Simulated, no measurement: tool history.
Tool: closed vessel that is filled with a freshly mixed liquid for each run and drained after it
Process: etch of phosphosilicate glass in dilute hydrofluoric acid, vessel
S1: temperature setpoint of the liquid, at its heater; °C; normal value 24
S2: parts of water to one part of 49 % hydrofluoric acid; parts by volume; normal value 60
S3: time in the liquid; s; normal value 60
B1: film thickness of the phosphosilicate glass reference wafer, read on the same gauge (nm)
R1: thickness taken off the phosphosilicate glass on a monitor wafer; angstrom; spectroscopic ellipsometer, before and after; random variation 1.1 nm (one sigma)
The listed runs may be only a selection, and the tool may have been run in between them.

run 1 day=0 | S1=24 S2=60 S3=60 | B1=50.03 | R1=1224.6
run 2 day=0.625 | S1=24 S2=60 S3=60 | B1=50 | R1=1229.1
run 3 day=1.317 | S1=24 S2=60 S3=60 | B1=50.02 | R1=1243.4
run 4 day=1.783 | S1=24 S2=60 S3=60 | B1=50.02 | R1=1235.9
run 5 day=2.129 | S1=24 S2=60 S3=60 | B1=49.98 | R1=1238.6
run 6 day=2.825 | S1=24 S2=60 S3=60 | B1=49.98 | R1=1243.6
run 7 day=3.117 | S1=24 S2=60 S3=60 | B1=49.99 | R1=1266.3
run 8 day=3.512 | S1=24 S2=60 S3=60 | B1=50.02 | R1=1276.4
run 9 day=3.775 | S1=24 S2=60 S3=60 | B1=49.96 | R1=1254.5
run 10 day=4.158 | S1=21 S2=40 S3=60 | B1=50 | R1=1728.2
run 11 day=4.617 | S1=21 S2=40 S3=60 | B1=50.01 | R1=1706.9
run 12 day=6.042 | S1=24 S2=60 S3=60 | B1=49.98 | R1=1257.1
run 13 day=6.5 | S1=24 S2=60 S3=60 | B1=50.02 | R1=1249.4
-- day=6.875 gauge calibrated
run 14 day=6.888 | S1=22.5 S2=50 S3=45 | B1=50.02 | R1=1099.9
run 15 day=7.388 | S1=21.5 S2=60 S3=60 | B1=50.01 | R1=1165.9
run 16 day=7.996 | S1=24 S2=60 S3=60 | B1=50.02 | R1=1312.5
-- day=8.35 thermometer replaced
run 17 day=8.458 | S1=24 S2=60 S3=60 | B1=50 | R1=1276.6
run 18 day=8.788 | S1=24 S2=60 S3=60 | B1=50.03 | R1=1292.8
run 19 day=9.125 | S1=24 S2=45 S3=60 | B1=50.01 | R1=1750.1
run 20 day=9.588 | S1=19.5 S2=60 S3=60 | B1=50 | R1=1063.3
run 21 day=10.046 | S1=19 S2=60 S3=60 | B1=50.04 | R1=1053
-- day=10.15 hydrofluoric acid flow meter replaced
run 22 day=10.588 | S1=24 S2=60 S3=60 | B1=49.99 | R1=1139.6
run 23 day=10.892 | S1=28.5 S2=85 S3=60 | B1=49.98 | R1=937.1
run 24 day=11.567 | S1=28 S2=35 S3=60 | B1=49.98 | R1=2383.1
run 25 day=12 | S1=26.5 S2=60 S3=35 | B1=50.01 | R1=733.5
run 26 day=12.733 | S1=24 S2=60 S3=60 | B1=50.01 | R1=1160.4

For each run, the measured value with the value that run would have given without the tool's hidden condition subtracted. The run-to-run variation is shared by both, the gauge scatter possibly not:
What the log doesn't record here: liquid hotter than its thermometer reads (K); hydrofluoric acid flow above the setpoint (%); gauge reads high (%).
run=1 R1=+104
run=2 R1=+108.1
run=3 R1=+113.5
run=4 R1=+115.7
run=5 R1=+117.9
run=6 R1=+122.5
run=7 R1=+126.6
run=8 R1=+130.1
run=9 R1=+129.4
run=10 R1=+176.9
run=11 R1=+178.3
run=12 R1=+142.9
run=13 R1=+144.6
run=14 R1=+127.9
run=15 R1=+139.1
run=16 R1=+160.9
run=17 R1=+159.3
run=18 R1=+163.2
run=19 R1=+220.3
run=20 R1=+136.9
run=21 R1=+137.8
run=22 R1=+5.7
run=23 R1=+6.6
run=24 R1=+25.1
run=25 R1=+9.7
run=26 R1=+20.2

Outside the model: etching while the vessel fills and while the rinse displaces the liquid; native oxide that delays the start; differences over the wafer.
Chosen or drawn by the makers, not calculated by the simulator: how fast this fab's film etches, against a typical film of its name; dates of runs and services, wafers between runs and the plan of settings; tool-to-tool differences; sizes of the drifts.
